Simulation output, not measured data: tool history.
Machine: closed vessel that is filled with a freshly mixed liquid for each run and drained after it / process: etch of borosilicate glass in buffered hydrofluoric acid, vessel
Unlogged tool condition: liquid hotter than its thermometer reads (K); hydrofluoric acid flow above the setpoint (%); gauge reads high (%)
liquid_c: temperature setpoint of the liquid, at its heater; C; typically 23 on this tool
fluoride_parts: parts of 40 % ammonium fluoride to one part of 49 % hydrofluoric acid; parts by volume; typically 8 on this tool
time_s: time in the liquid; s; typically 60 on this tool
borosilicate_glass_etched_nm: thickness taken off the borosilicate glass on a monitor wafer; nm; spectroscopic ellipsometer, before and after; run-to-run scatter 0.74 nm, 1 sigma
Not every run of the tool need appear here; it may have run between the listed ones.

run    hour  liquid_c  fluoride_parts  time_s  wafers since the last listed run  hours since the thermometer was replaced  hours since the hydrofluoric acid flow meter was replaced  hours since the gauge calibration  read-back film thickness of the borosilicate glass reference wafer, read on the same gauge (nm)  borosilicate_glass_etched_nm
  1       0        23               7      60                                 0                                    1300.9                                                       39.6                             1798.2                                                                                              140                         109.5
  2      52        23               7      60                              6424                                    1352.9                                                       91.6                             1850.2                                                                                           140.03                         108.6
  3   128.4        23               8      60                              9438                                    1429.3                                                        168                             1926.6                                                                                           140.02                         93.32
  4   223.8        23               8      60                             11786                                    1524.7                                                      263.4                               2022                                                                                           139.97                         95.01
  5     279        23               8      60                              6819                                    1579.9                                                      318.6                             2077.2                                                                                           140.02                         93.09
  6   340.2        23               8      60                              7560                                    1641.1                                                      379.8                             2138.4                                                                                           139.98                         96.91
  7   384.8        23               8      60                              5510                                    1685.7                                                      424.4                               2183                                                                                           139.98                         96.08
  8   453.8        24               8      60                              8524                                    1754.7                                                      493.4                               2252                                                                                           139.98                         101.8
  9   494.6        23               8      60                              5040                                    1795.5                                                      534.2                             2292.8                                                                                           139.94                          96.1
 10   583.9        23               8      40                             11032                                    1884.8                                                      623.5                             2382.1                                                                                           139.95                         64.99
 11   640.6        23               8      60                              7005                                    1941.5                                                      680.2                             2438.8                                                                                           139.98                         95.69
 12   833.1        23               8      60                             23782                                      2134                                                      872.7                             2631.3                                                                                           140.04                         99.36
      965.8  -- hydrofluoric acid flow meter replaced
 13  1122.2        23             6.5      60                             35593                                    2423.1                                                      156.4                             2920.4                                                                                              140                        117.47
     1158.3  -- gauge calibrated
 14  1194.7        23             6.5      60                              8957                                    2495.6                                                      228.9                               36.4                                                                                           139.97                        117.54
 15  1285.6      27.5              10      60                             11230                                    2586.5                                                      319.8                              127.3                                                                                           139.97                         97.94
 16  1351.7      27.5               8      60                              8166                                    2652.6                                                      385.9                              193.4                                                                                           140.02                        121.98
 17  1425.7        23              10      85                              9142                                    2726.6                                                      459.9                              267.4                                                                                           140.04                        110.02
 18  1521.3        23               5      60                             11810                                    2822.2                                                      555.5                                363                                                                                           139.97                        152.25
     1524.7  -- thermometer replaced
 19  1574.2        23               8      60                              6411                                      49.5                                                      608.4                              415.9                                                                                           140.05                         97.52
     1790.3  -- hydrofluoric acid flow meter replaced
 20    1800        23               8      60                             27772                                     275.3                                                        9.7                              641.7                                                                                              140                         94.57
 21    1902        23               9      75                             12601                                     377.3                                                      111.7                              743.7                                                                                           140.03                        104.98
 22  1953.1      26.5               8      60                              6313                                     428.4                                                      162.8                              794.8                                                                                              140                        113.12
 23  2030.7        23               8      80                              9587                                       506                                                      240.4                              872.4                                                                                           139.97                         127.1
 24  2069.6        23               9      60                              4805                                     544.9                                                      279.3                              911.3                                                                                              140                         85.15
 25  2130.7        23               8      60                              7548                                       606                                                      340.4                              972.4                                                                                           140.01                         96.12
 26  2220.1      18.5            10.5      45                             11044                                     695.4                                                      429.8                             1061.8                                                                                           139.98                          43.5
 27  2301.4        23               5      85                             10044                                     776.7                                                      511.1                             1143.1                                                                                           140.07                        212.47
 28  2346.1        23               8      60                              5522                                     821.4                                                      555.8                             1187.8                                                                                           140.03                         96.44
 29  2424.4        18              10      30                              9673                                     899.7                                                      634.1                             1266.1                                                                                           139.97                         29.75
 30  2467.3        23               8      60                              5300                                     942.6                                                        677                               1309                                                                                           140.02                         96.53
 31  2509.3        23               7      60                              5188                                     984.6                                                        719                               1351                                                                                           140.04                        110.88

Consider 5 possible next runs. They are alternatives, not a sequence: every one starts from the tool as it was left by run 31. What does each give?
  A  2510        23               8      60                                86                                     985.3                                                      719.7                             1351.7                                                                                                ?                             ?
  B  2510        23               8      85                                86                                     985.3                                                      719.7                             1351.7                                                                                                ?                             ?
  C  2510        25               8      60                                86                                     985.3                                                      719.7                             1351.7                                                                                                ?                             ?
  D  2510        25               5      80                                86                                     985.3                                                      719.7                             1351.7                                                                                                ?                             ?
  E  2510        19               8      60                                86                                     985.3                                                      719.7                             1351.7                                                                                                ?                             ?

run  read-back film thickness of the borosilicate glass reference wafer, read on the same gauge (nm)  borosilicate_glass_etched_nm
  A                                                                                           139.99                         96.85
  B                                                                                           139.99                         137.2
  C                                                                                           139.99                        107.74
  D                                                                                           139.99                        223.86
  E                                                                                           139.99                         77.96
Take away the tool's hidden state, keep each run's random variation, and the runs would have read:
run  borosilicate_glass_etched_nm
  A                         92.84
  B                        131.52
  C                        103.28
  D                        215.46
  E                         74.72

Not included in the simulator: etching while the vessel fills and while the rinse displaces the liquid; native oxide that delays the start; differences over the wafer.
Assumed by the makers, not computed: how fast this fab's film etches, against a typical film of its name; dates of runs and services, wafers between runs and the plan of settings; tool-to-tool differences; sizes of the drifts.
